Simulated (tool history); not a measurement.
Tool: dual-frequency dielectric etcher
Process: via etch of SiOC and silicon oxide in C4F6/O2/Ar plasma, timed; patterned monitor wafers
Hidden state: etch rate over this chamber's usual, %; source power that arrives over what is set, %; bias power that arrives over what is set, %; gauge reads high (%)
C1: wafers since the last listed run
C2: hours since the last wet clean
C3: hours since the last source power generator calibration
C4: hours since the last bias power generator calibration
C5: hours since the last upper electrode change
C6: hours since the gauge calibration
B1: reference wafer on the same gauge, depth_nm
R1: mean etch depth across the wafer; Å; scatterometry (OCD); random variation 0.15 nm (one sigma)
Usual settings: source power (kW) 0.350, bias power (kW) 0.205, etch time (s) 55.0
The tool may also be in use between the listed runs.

Run 1, hour 0.0: usual settings; C1 0; C2 100.3; C3 4654.4; C4 1158.0; C5 3134.7; C6 245.6; B1 70.9. Result: R1 646 Å.
Run 2, hour 25.6: usual settings; C1 377; C2 125.9; C3 4680.0; C4 1183.6; C5 3160.3; C6 271.2; B1 70.9. Result: R1 647 Å.
Run 3, hour 57.9: usual settings but source power (kW) 0.320; C1 476; C2 158.2; C3 4712.3; C4 1215.9; C5 3192.6; C6 303.5; B1 70.9. Result: R1 615 Å.
Run 4, hour 83.6: usual settings but source power (kW) 0.320; C1 379; C2 183.9; C3 4738.0; C4 1241.6; C5 3218.3; C6 329.2; B1 71.0. Result: R1 611 Å.
Run 5, hour 118.3: usual settings but source power (kW) 0.320; C1 511; C2 218.6; C3 4772.7; C4 1276.3; C5 3253.0; C6 363.9; B1 71.0. Result: R1 613 Å.
Run 6, hour 142.8: usual settings; C1 361; C2 243.1; C3 4797.2; C4 1300.8; C5 3277.5; C6 388.4; B1 71.0. Result: R1 650 Å.
Run 7, hour 168.9: usual settings; C1 384; C2 269.2; C3 4823.3; C4 1326.9; C5 3303.6; C6 414.5; B1 71.0. Result: R1 649 Å.
Run 8, hour 185.4: usual settings; C1 243; C2 285.7; C3 4839.8; C4 1343.4; C5 3320.1; C6 431.0; B1 70.9. Result: R1 650 Å.
At hour 206.5: gauge calibrated.
Run 9, hour 214.2: usual settings; C1 424; C2 314.5; C3 4868.6; C4 1372.2; C5 3348.9; C6 7.7; B1 70.1. Result: R1 640 Å.
At hour 240.7: upper electrode replaced.
At hour 263.5: source power generator calibrated.
Run 10, hour 281.4: usual settings; C1 578; C2 381.7; C3 17.9; C4 1439.4; C5 40.7; C6 74.9; B1 70.6. Result: R1 643 Å.
Run 11, hour 305.1: usual settings but source power (kW) 0.420, bias power (kW) 0.183, etch time (s) 68.5; C1 349; C2 405.4; C3 41.6; C4 1463.1; C5 64.4; C6 98.6; B1 70.6. Result: R1 867 Å.
Run 12, hour 329.4: usual settings; C1 358; C2 429.7; C3 65.9; C4 1487.4; C5 88.7; C6 122.9; B1 70.7. Result: R1 645 Å.
Run 13, hour 360.5: usual settings but source power (kW) 0.290; C1 458; C2 460.8; C3 97.0; C4 1518.5; C5 119.8; C6 154.0; B1 70.8. Result: R1 573 Å.
At hour 379.2: bias power generator calibrated.
At hour 396.7: wet clean of the chamber.
Run 14, hour 397.2: usual settings but bias power (kW) 0.249, etch time (s) 40.5; C1 224; C2 0.5; C3 133.7; C4 18.0; C5 156.5; C6 190.7; B1 70.9. Result: R1 503 Å.
Run 15, hour 443.4: usual settings but bias power (kW) 0.184; C1 681; C2 46.7; C3 179.9; C4 64.2; C5 202.7; C6 236.9; B1 71.0. Result: R1 629 Å.
Run 16, hour 466.3: usual settings but source power (kW) 0.390, bias power (kW) 0.184, etch time (s) 48.0; C1 337; C2 69.6; C3 202.8; C4 87.1; C5 225.6; C6 259.8; B1 70.9. Result: R1 585 Å.
Run 17, hour 500.4: usual settings; C1 502; C2 103.7; C3 236.9; C4 121.2; C5 259.7; C6 293.9; B1 71.0. Result: R1 645 Å.
Run 18, hour 539.8: usual settings but bias power (kW) 0.162, etch time (s) 38.5; C1 581; C2 143.1; C3 276.3; C4 160.6; C5 299.1; C6 333.3; B1 71.1. Result: R1 428 Å.
Run 19, hour 563.1: usual settings but source power (kW) 0.290, bias power (kW) 0.219; C1 343; C2 166.4; C3 299.6; C4 183.9; C5 322.4; C6 356.6; B1 71.1. Result: R1 586 Å.
At hour 568.1: gauge calibrated.
Run 20, hour 584.4: usual settings but bias power (kW) 0.222, etch time (s) 47.5; C1 314; C2 187.7; C3 320.9; C4 205.2; C5 343.7; C6 16.3; B1 70.0. Result: R1 564 Å.
Run 21, hour 615.8: usual settings but source power (kW) 0.290, etch time (s) 41.0; C1 463; C2 219.1; C3 352.3; C4 236.6; C5 375.1; C6 47.7; B1 70.3. Result: R1 421 Å.

Forecast each of these 5 alternatives for the next run:
Run A, hour 616.2: usual settings; C1 5; C2 219.5; C3 352.7; C4 237.0; C5 375.5; C6 48.1; B1 ?. Result: R1 ?.
Run B, hour 616.2: usual settings but source power (kW) 0.410, bias power (kW) 0.174, etch time (s) 45.5; C1 5; C2 219.5; C3 352.7; C4 237.0; C5 375.5; C6 48.1; B1 ?. Result: R1 ?.
Run C, hour 616.2: usual settings but source power (kW) 0.270, etch time (s) 60.0; C1 5; C2 219.5; C3 352.7; C4 237.0; C5 375.5; C6 48.1; B1 ?. Result: R1 ?.
Run D, hour 616.2: usual settings but bias power (kW) 0.161, etch time (s) 45.5; C1 5; C2 219.5; C3 352.7; C4 237.0; C5 375.5; C6 48.1; B1 ?. Result: R1 ?.
Run E, hour 616.2: usual settings but source power (kW) 0.280, bias power (kW) 0.235, etch time (s) 43.0; C1 5; C2 219.5; C3 352.7; C4 237.0; C5 375.5; C6 48.1; B1 ?. Result: R1 ?.

run    B1   R1
  A  70.2  644
  B  70.2  560
  C  70.2  591
  D  70.2  500
  E  70.2  452
Without the tool's hidden state the same runs would have given:
run   R1
  A  642
  B  558
  C  589
  D  498
  E  451
